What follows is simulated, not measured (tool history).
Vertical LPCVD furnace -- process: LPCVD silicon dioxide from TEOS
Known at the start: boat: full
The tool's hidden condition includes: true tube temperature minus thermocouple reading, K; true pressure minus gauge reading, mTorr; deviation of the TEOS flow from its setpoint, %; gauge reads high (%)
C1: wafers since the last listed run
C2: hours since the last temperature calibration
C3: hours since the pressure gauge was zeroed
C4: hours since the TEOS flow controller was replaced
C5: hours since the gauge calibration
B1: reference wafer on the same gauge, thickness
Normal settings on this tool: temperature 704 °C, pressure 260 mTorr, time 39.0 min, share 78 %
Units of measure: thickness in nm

run 1 hour=0.0 | temperature=704 pressure=275 time=39.0 share=87 | C1=0 C2=4356.9 C3=3115.3 C4=4227.0 C5=94.7 | B1=336.85 | thickness=414.73
run 2 hour=11.0 | temperature=704 pressure=260 time=39.0 share=78 | C1=158 C2=4367.9 C3=3126.3 C4=4238.0 C5=105.7 | B1=337.01 | thickness=382.18
run 3 hour=30.5 | temperature=704 pressure=260 time=39.0 share=78 | C1=280 C2=4387.4 C3=3145.8 C4=4257.5 C5=125.2 | B1=337.03 | thickness=383.50
run 4 hour=37.3 | temperature=704 pressure=260 time=39.0 share=78 | C1=97 C2=4394.2 C3=3152.6 C4=4264.3 C5=132.0 | B1=337.05 | thickness=382.58
run 5 hour=45.1 | temperature=704 pressure=240 time=39.0 share=78 | C1=112 C2=4402.0 C3=3160.4 C4=4272.1 C5=139.8 | B1=336.94 | thickness=367.88
run 6 hour=63.3 | temperature=704 pressure=240 time=39.0 share=78 | C1=261 C2=4420.2 C3=3178.6 C4=4290.3 C5=158.0 | B1=336.91 | thickness=365.96
run 7 hour=71.1 | temperature=704 pressure=260 time=39.0 share=72 | C1=112 C2=4428.0 C3=3186.4 C4=4298.1 C5=165.8 | B1=337.09 | thickness=367.59
run 8 hour=79.2 | temperature=704 pressure=260 time=39.0 share=78 | C1=116 C2=4436.1 C3=3194.5 C4=4306.2 C5=173.9 | B1=336.78 | thickness=381.75
run 9 hour=95.0 | temperature=704 pressure=260 time=39.0 share=67 | C1=227 C2=4451.9 C3=3210.3 C4=4322.0 C5=189.7 | B1=337.14 | thickness=354.26
run 10 hour=114.4 | temperature=704 pressure=260 time=39.0 share=67 | C1=278 C2=4471.3 C3=3229.7 C4=4341.4 C5=209.1 | B1=337.17 | thickness=354.61
run 11 hour=130.2 | temperature=704 pressure=260 time=39.0 share=67 | C1=227 C2=4487.1 C3=3245.5 C4=4357.2 C5=224.9 | B1=336.90 | thickness=354.25
run 12 hour=138.0 | temperature=704 pressure=260 time=26.5 share=81 | C1=112 C2=4494.9 C3=3253.3 C4=4365.0 C5=232.7 | B1=336.99 | thickness=264.58
run 13 hour=149.4 | temperature=704 pressure=260 time=39.0 share=78 | C1=163 C2=4506.3 C3=3264.7 C4=4376.4 C5=244.1 | B1=336.84 | thickness=382.89
-- hour=174.0 pressure gauge zeroed
run 14 hour=174.5 | temperature=704 pressure=260 time=39.0 share=78 | C1=15 C2=4531.4 C3=0.5 C4=4401.5 C5=269.2 | B1=337.05 | thickness=382.23
run 15 hour=179.3 | temperature=704 pressure=320 time=39.0 share=78 | C1=68 C2=4536.2 C3=5.3 C4=4406.3 C5=274.0 | B1=336.85 | thickness=425.14
run 16 hour=191.9 | temperature=704 pressure=260 time=39.0 share=78 | C1=181 C2=4548.8 C3=17.9 C4=4418.9 C5=286.6 | B1=336.75 | thickness=382.82
run 17 hour=208.9 | temperature=704 pressure=260 time=39.0 share=78 | C1=244 C2=4565.8 C3=34.9 C4=4435.9 C5=303.6 | B1=337.06 | thickness=382.83
run 18 hour=224.8 | temperature=693 pressure=260 time=28.5 share=78 | C1=228 C2=4581.7 C3=50.8 C4=4451.8 C5=319.5 | B1=336.94 | thickness=216.63
-- hour=263.5 gauge calibrated
-- hour=267.2 thermocouples replaced and temperature profile calibrated
run 19 hour=267.7 | temperature=704 pressure=260 time=46.0 share=91 | C1=271 C2=0.5 C3=93.7 C4=4494.7 C5=4.2 | B1=337.08 | thickness=447.80
run 20 hour=272.5 | temperature=700 pressure=260 time=39.0 share=78 | C1=68 C2=5.3 C3=98.5 C4=4499.5 C5=9.0 | B1=337.13 | thickness=319.86
-- hour=298.2 TEOS flow controller replaced
run 21 hour=298.7 | temperature=704 pressure=260 time=46.0 share=69 | C1=31 C2=31.5 C3=124.7 C4=0.5 C5=35.2 | B1=337.13 | thickness=389.41
run 22 hour=303.5 | temperature=704 pressure=210 time=39.0 share=78 | C1=68 C2=36.3 C3=129.5 C4=5.3 C5=40.0 | B1=336.90 | thickness=315.76
run 23 hour=308.3 | temperature=704 pressure=260 time=39.0 share=78 | C1=68 C2=41.1 C3=134.3 C4=10.1 C5=44.8 | B1=336.93 | thickness=351.22
run 24 hour=313.1 | temperature=700 pressure=310 time=50.5 share=63 | C1=68 C2=45.9 C3=139.1 C4=14.9 C5=49.6 | B1=336.87 | thickness=408.54
run 25 hour=329.0 | temperature=693 pressure=205 time=49.0 share=78 | C1=228 C2=61.8 C3=155.0 C4=30.8 C5=65.5 | B1=337.02 | thickness=303.36
run 26 hour=355.1 | temperature=704 pressure=260 time=46.0 share=69 | C1=375 C2=87.9 C3=181.1 C4=56.9 C5=91.6 | B1=337.21 | thickness=391.12
run 27 hour=362.1 | temperature=704 pressure=260 time=43.0 share=78 | C1=100 C2=94.9 C3=188.1 C4=63.9 C5=98.6 | B1=336.95 | thickness=388.71
run 28 hour=376.4 | temperature=704 pressure=260 time=39.0 share=70 | C1=205 C2=109.2 C3=202.4 C4=78.2 C5=112.9 | B1=336.98 | thickness=333.61
run 29 hour=388.6 | temperature=693 pressure=280 time=32.5 share=85 | C1=175 C2=121.4 C3=214.6 C4=90.4 C5=125.1 | B1=337.29 | thickness=246.58

Give the tool's hidden conditions for every run:
true pressure minus gauge reading, mTorr: 0 across all the runs
deviation of the TEOS flow from its setpoint, %: 0 across all the runs
gauge reads high (%): 0 across all the runs
H1: true tube temperature minus thermocouple reading, K
run=1 H1=4.22
run=2 H1=4.23
run=3 H1=4.23
run=4 H1=4.23
run=5 H1=4.23
run=6 H1=4.23
run=7 H1=4.23
run=8 H1=4.23
run=9 H1=4.24
run=10 H1=4.24
run=11 H1=4.24
run=12 H1=4.24
run=13 H1=4.24
run=14 H1=4.25
run=15 H1=4.25
run=16 H1=4.25
run=17 H1=4.25
run=18 H1=4.25
run=19 H1=0.431
run=20 H1=0.445
run=21 H1=0.524
run=22 H1=0.539
run=23 H1=0.553
run=24 H1=0.567
run=25 H1=0.614
run=26 H1=0.689
run=27 H1=0.709
run=28 H1=0.75
run=29 H1=0.784

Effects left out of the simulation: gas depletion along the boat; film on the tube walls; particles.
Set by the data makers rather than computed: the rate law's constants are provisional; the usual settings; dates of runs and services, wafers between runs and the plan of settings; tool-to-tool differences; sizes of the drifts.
